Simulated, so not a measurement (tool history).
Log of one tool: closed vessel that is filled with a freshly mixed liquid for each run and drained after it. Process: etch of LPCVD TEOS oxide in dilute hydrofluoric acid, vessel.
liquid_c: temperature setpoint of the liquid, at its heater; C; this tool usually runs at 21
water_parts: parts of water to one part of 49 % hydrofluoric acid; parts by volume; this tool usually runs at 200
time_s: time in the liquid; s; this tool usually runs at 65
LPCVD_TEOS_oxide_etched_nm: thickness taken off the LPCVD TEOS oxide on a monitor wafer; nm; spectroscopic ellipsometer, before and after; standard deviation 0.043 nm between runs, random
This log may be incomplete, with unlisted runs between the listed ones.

run   hour  liquid_c  water_parts  time_s  read-back film thickness of the LPCVD TEOS oxide reference wafer, read on the same gauge (nm)  LPCVD_TEOS_oxide_etched_nm
  1      0        21          200      65                                                                                         110.02                        7.01
  2    8.5        21          200      65                                                                                         109.98                        6.99
      20.9  -- gauge calibrated
  3   40.4        21          200      65                                                                                         110.04                        6.95
  4     56        21          200      65                                                                                            110                        6.99
  5   66.2        21          270      65                                                                                         110.03                        4.79
  6   78.2        21          270      65                                                                                         110.01                        4.83
  7     89        21          270      65                                                                                         110.01                        4.83
  8  131.8      17.5          200      65                                                                                            110                        6.07
  9    139      17.5          200      65                                                                                         109.94                        5.97
 10  171.1        21          200      90                                                                                         110.04                        9.58
     179.3  -- thermometer replaced
 11  180.7        21          200      90                                                                                         110.04                       10.57
 12  191.3        21          200      90                                                                                         109.98                       10.56
 13  200.1        20          200      65                                                                                         110.02                        7.36
     210.3  -- hydrofluoric acid flow meter replaced
 14  212.8        21          200      45                                                                                         110.04                         5.3
 15  224.3      24.5          135      65                                                                                         109.98                       13.93
 16  248.7      24.5          110      50                                                                                         110.03                        13.4
 17  256.3        21          165      65                                                                                         109.98                        9.62
 18  300.3      17.5          130      85                                                                                            110                       14.38
 19  317.6        21          200      65                                                                                         110.02                         7.6
 20  329.8        21          200      65                                                                                         109.94                         7.6
     339.4  -- gauge calibrated
 21  341.4      23.5          200      65                                                                                         110.04                        8.42
 22  351.3        21          200      65                                                                                         109.98                        7.62
 23  358.3      19.5          200      30                                                                                         110.01                        3.28
 24  367.8      22.5          100      50                                                                                         110.01                       13.71
 25  381.1        26          250     105                                                                                         110.02                       11.29
 26    388        19          200      65                                                                                         109.96                        7.04
 27  399.7      18.5          200      65                                                                                         110.04                        6.85
 28    408        21          255      30                                                                                         110.05                         2.6
 29  435.5        23          200      30                                                                                         110.02                        3.75

Here are 4 independent what-if runs from the current tool condition. What would each one return?
  A  436.2        21          140      65                                                                                              ?                           ?
  B  436.2        17          135      65                                                                                              ?                           ?
  C  436.2        24          200      85                                                                                              ?                           ?
  D  436.2      24.5          155      45                                                                                              ?                           ?

run  read-back film thickness of the LPCVD TEOS oxide reference wafer, read on the same gauge (nm)  LPCVD_TEOS_oxide_etched_nm
  A                                                                                         110.01                       11.37
  B                                                                                         110.01                       10.07
  C                                                                                         110.01                       10.97
  D                                                                                         110.01                        8.02
With the hidden condition removed and each run's random variation left untouched, the same runs would have given:
run  LPCVD_TEOS_oxide_etched_nm
  A                       11.74
  B                       10.41
  C                        11.3
  D                        8.27
